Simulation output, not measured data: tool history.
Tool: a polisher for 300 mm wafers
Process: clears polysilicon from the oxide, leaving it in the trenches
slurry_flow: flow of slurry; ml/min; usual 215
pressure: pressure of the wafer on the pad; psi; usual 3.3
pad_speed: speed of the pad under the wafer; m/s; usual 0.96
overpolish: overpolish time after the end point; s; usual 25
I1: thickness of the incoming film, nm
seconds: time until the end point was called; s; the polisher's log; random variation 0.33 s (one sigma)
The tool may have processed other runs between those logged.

run 1 hour=0 | slurry_flow=215 pressure=3.6 pad_speed=0.96 overpolish=25 | I1=418 | seconds=22.3
run 2 hour=58 | slurry_flow=215 pressure=3.6 pad_speed=0.96 overpolish=25 | I1=422.8 | seconds=22.4
-- hour=82 worn pad replaced by a new one
run 3 hour=253.1 | slurry_flow=215 pressure=3.6 pad_speed=0.96 overpolish=25 | I1=427.2 | seconds=24.1
run 4 hour=277.7 | slurry_flow=215 pressure=2.6 pad_speed=0.96 overpolish=25 | I1=421 | seconds=27.5
-- hour=287.9 slurry nozzle cleaned
run 5 hour=309 | slurry_flow=215 pressure=2.6 pad_speed=0.96 overpolish=25 | I1=425.4 | seconds=27.4
run 6 hour=356.1 | slurry_flow=215 pressure=2.6 pad_speed=0.96 overpolish=25 | I1=424.3 | seconds=26.5
-- hour=378.5 worn pad replaced by a new one
run 7 hour=400.3 | slurry_flow=215 pressure=3.3 pad_speed=0.96 overpolish=25 | I1=424.8 | seconds=23.5
run 8 hour=448.2 | slurry_flow=215 pressure=3.3 pad_speed=0.96 overpolish=25 | I1=419.7 | seconds=24
run 9 hour=473.3 | slurry_flow=215 pressure=3.3 pad_speed=0.96 overpolish=25 | I1=415.2 | seconds=24
run 10 hour=526 | slurry_flow=215 pressure=2.4 pad_speed=0.96 overpolish=25 | I1=428.8 | seconds=29.3
run 11 hour=594.3 | slurry_flow=215 pressure=2.4 pad_speed=0.96 overpolish=25 | I1=420.9 | seconds=28.8
-- hour=623.4 worn pad replaced by a new one
run 12 hour=651.6 | slurry_flow=215 pressure=3.9 pad_speed=0.96 overpolish=25 | I1=421.4 | seconds=21.9
-- hour=663.7 head pressure recalibrated
run 13 hour=677.7 | slurry_flow=215 pressure=4.1 pad_speed=0.96 overpolish=25 | I1=418.1 | seconds=20.1
run 14 hour=703.6 | slurry_flow=290 pressure=3.3 pad_speed=0.96 overpolish=30 | I1=420.7 | seconds=22
run 15 hour=754.3 | slurry_flow=285 pressure=3.3 pad_speed=1.26 overpolish=19 | I1=413.8 | seconds=17.8
run 16 hour=788.8 | slurry_flow=215 pressure=2.9 pad_speed=0.96 overpolish=25 | I1=418.3 | seconds=24.8
-- hour=842.6 slurry nozzle cleaned
run 17 hour=843.6 | slurry_flow=270 pressure=3.3 pad_speed=0.96 overpolish=25 | I1=420.9 | seconds=21.2
-- hour=912 worn pad replaced by a new one
run 18 hour=915.4 | slurry_flow=215 pressure=3.3 pad_speed=0.96 overpolish=25 | I1=416.7 | seconds=22.1
run 19 hour=990.3 | slurry_flow=215 pressure=3.3 pad_speed=0.96 overpolish=25 | I1=419.5 | seconds=22.6
run 20 hour=1060.9 | slurry_flow=215 pressure=2.4 pad_speed=0.96 overpolish=21 | I1=424 | seconds=27.2
run 21 hour=1129.2 | slurry_flow=215 pressure=3.3 pad_speed=1.3 overpolish=25 | I1=413.8 | seconds=18.3
-- hour=1152 worn pad replaced by a new one
run 22 hour=1194.8 | slurry_flow=150 pressure=3.3 pad_speed=0.96 overpolish=25 | I1=425.4 | seconds=24.9
run 23 hour=1266.2 | slurry_flow=155 pressure=3.3 pad_speed=0.96 overpolish=25 | I1=422 | seconds=25.1
run 24 hour=1320.3 | slurry_flow=290 pressure=3.3 pad_speed=0.96 overpolish=25 | I1=425.2 | seconds=23.3
run 25 hour=1345.1 | slurry_flow=215 pressure=3.3 pad_speed=0.96 overpolish=25 | I1=421.2 | seconds=23.9

Each row is a separate what-if for the run after 25, all from the same tool condition, not one after another. Results?
run A hour=1345.5 | slurry_flow=215 pressure=3.3 pad_speed=0.96 overpolish=33 | I1=415 | seconds=?
run B hour=1345.5 | slurry_flow=215 pressure=3.3 pad_speed=0.96 overpolish=39 | I1=415 | seconds=?
run C hour=1345.5 | slurry_flow=215 pressure=3.3 pad_speed=1.3 overpolish=18 | I1=415 | seconds=?

run=A seconds=24
run=B seconds=24
run=C seconds=19.1
The same runs, with their run-to-run variation unchanged, on a tool lacking any hidden condition would have given:
run=A seconds=22.1
run=B seconds=22.1
run=C seconds=17.6

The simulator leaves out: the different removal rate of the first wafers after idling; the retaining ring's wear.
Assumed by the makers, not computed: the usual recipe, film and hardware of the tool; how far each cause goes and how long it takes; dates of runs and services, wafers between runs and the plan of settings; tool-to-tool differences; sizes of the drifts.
